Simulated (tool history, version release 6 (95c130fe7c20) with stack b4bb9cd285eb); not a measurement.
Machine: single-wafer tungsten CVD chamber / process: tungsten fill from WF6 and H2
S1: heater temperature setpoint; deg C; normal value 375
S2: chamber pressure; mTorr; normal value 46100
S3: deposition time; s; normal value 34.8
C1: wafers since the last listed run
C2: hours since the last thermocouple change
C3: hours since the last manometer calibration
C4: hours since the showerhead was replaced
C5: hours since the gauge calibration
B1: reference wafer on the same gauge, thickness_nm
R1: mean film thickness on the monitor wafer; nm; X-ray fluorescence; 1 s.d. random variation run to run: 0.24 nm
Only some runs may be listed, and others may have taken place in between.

Run 1, day 0.000: usual settings but S2 49000 mTorr; C1 0; C2 1866.6; C3 2180.1; C4 1804.5; C5 347.1; B1 81.854. Result: R1 82.368 nm.
Run 2, day 2.450: usual settings but S2 49000 mTorr; C1 1142; C2 1925.4; C3 2238.9; C4 1863.3; C5 405.9; B1 81.945. Result: R1 82.028 nm.
Run 3, day 5.092: usual settings but S2 49000 mTorr; C1 1232; C2 1988.8; C3 2302.3; C4 1926.7; C5 469.3; B1 81.884. Result: R1 82.779 nm.
Run 4, day 7.496: usual settings but S1 385 deg C, S3 40.1 s; C1 1121; C2 2046.5; C3 2360.0; C4 1984.4; C5 527.0; B1 81.892. Result: R1 111.234 nm.
Run 5, day 9.762: usual settings but S2 39700 mTorr; C1 1057; C2 2100.9; C3 2414.4; C4 2038.8; C5 581.4; B1 81.922. Result: R1 78.108 nm.
Run 6, day 12.592: usual settings but S2 39700 mTorr; C1 1319; C2 2168.8; C3 2482.3; C4 2106.7; C5 649.3; B1 81.880. Result: R1 78.070 nm.
Run 7, day 14.846: usual settings but S1 366 deg C, S3 38.2 s; C1 1051; C2 2222.9; C3 2536.4; C4 2160.8; C5 703.4; B1 81.853. Result: R1 75.892 nm.
Run 8, day 17.458: usual settings; C1 1218; C2 2285.6; C3 2599.1; C4 2223.5; C5 766.1; B1 81.894. Result: R1 81.365 nm.
Run 9, day 19.271: usual settings; C1 845; C2 2329.1; C3 2642.6; C4 2267.0; C5 809.6; B1 81.859. Result: R1 81.475 nm.
At day 20.242: thermocouple changed; heater temperature recalibrated.
Run 10, day 21.808: usual settings; C1 1028; C2 37.6; C3 2703.5; C4 2327.9; C5 870.5; B1 81.937. Result: R1 79.635 nm.
At day 23.088: gauge calibrated.
Run 11, day 24.758: usual settings but S2 50900 mTorr; C1 1376; C2 108.4; C3 2774.3; C4 2398.7; C5 40.1; B1 81.888. Result: R1 81.936 nm.
Run 12, day 26.800: usual settings but S2 50900 mTorr; C1 952; C2 157.4; C3 2823.3; C4 2447.7; C5 89.1; B1 81.923. Result: R1 81.610 nm.
Run 13, day 29.179: usual settings but S2 50900 mTorr; C1 1109; C2 214.5; C3 2880.4; C4 2504.8; C5 146.2; B1 81.915. Result: R1 82.166 nm.
Run 14, day 30.446: usual settings but S1 386 deg C, S2 35700 mTorr, S3 37.9 s; C1 590; C2 244.9; C3 2910.8; C4 2535.2; C5 176.6; B1 81.925. Result: R1 98.916 nm.
At day 31.717: showerhead replaced.
Run 15, day 32.675: usual settings but S1 370 deg C; C1 884; C2 298.4; C3 2964.3; C4 23.0; C5 230.1; B1 81.839. Result: R1 72.967 nm.
Run 16, day 35.533: usual settings but S1 362 deg C, S2 41500 mTorr, S3 38.4 s; C1 1333; C2 367.0; C3 3032.9; C4 91.6; C5 298.7; B1 81.828. Result: R1 67.279 nm.
At day 37.450: capacitance manometer re-zeroed and calibrated.
Run 17, day 37.654: usual settings but S1 363 deg C, S2 52700 mTorr; C1 833; C2 417.9; C3 4.9; C4 142.5; C5 349.6; B1 81.934. Result: R1 66.191 nm.
Run 18, day 40.121: usual settings but S1 368 deg C; C1 1150; C2 477.1; C3 64.1; C4 201.7; C5 408.8; B1 81.900. Result: R1 70.458 nm.
Run 19, day 42.138: usual settings but S1 367 deg C, S2 41200 mTorr; C1 940; C2 525.5; C3 112.5; C4 250.1; C5 457.2; B1 81.869. Result: R1 66.961 nm.
Run 20, day 43.842: usual settings but S1 381 deg C; C1 795; C2 566.4; C3 153.4; C4 291.0; C5 498.1; B1 81.879. Result: R1 89.345 nm.
Run 21, day 46.225: usual settings; C1 1111; C2 623.6; C3 210.6; C4 348.2; C5 555.3; B1 81.895. Result: R1 79.849 nm.
Run 22, day 48.558: usual settings; C1 1088; C2 679.6; C3 266.6; C4 404.2; C5 611.3; B1 81.852. Result: R1 80.355 nm.
Run 23, day 50.883: usual settings; C1 1084; C2 735.4; C3 322.4; C4 460.0; C5 667.1; B1 81.897. Result: R1 79.786 nm.
Run 24, day 51.971: usual settings; C1 507; C2 761.5; C3 348.5; C4 486.1; C5 693.2; B1 81.941. Result: R1 80.654 nm.
Run 25, day 53.404: usual settings but S1 383 deg C, S2 51900 mTorr; C1 668; C2 795.9; C3 382.9; C4 520.5; C5 727.6; B1 81.872. Result: R1 95.663 nm.
Run 26, day 56.000: usual settings but S3 29.6 s; C1 1211; C2 858.2; C3 445.2; C4 582.8; C5 789.9; B1 81.903. Result: R1 68.217 nm.

Selected run-to-run steps in R1, each split into two signed amounts: the part the tool would show with no hidden state at all (from settings, incoming material and random variation), and the remainder, which goes to the hidden state together with any gauge scatter not common to the measured and the hidden-state-free results:
Hidden state at play: wafer temperature above the value expected at the setpoint (K); true pressure above the setpoint (%); gauge reads high (%).
Run 3 -> 4: S1 375 -> 385, S2 49000 -> 46100, S3 34.8 -> 40.1. R1 +28.455 nm: hidden state +0.860, all else +27.595.
Run 4 -> 5: S1 385 -> 375, S2 46100 -> 39700, S3 40.1 -> 34.8. R1 -33.126 nm: hidden state -0.870, all else -32.256.
Run 9 -> 10: thermocouple changed; heater temperature recalibrated. R1 -1.840 nm: hidden state -2.051, all else +0.211.
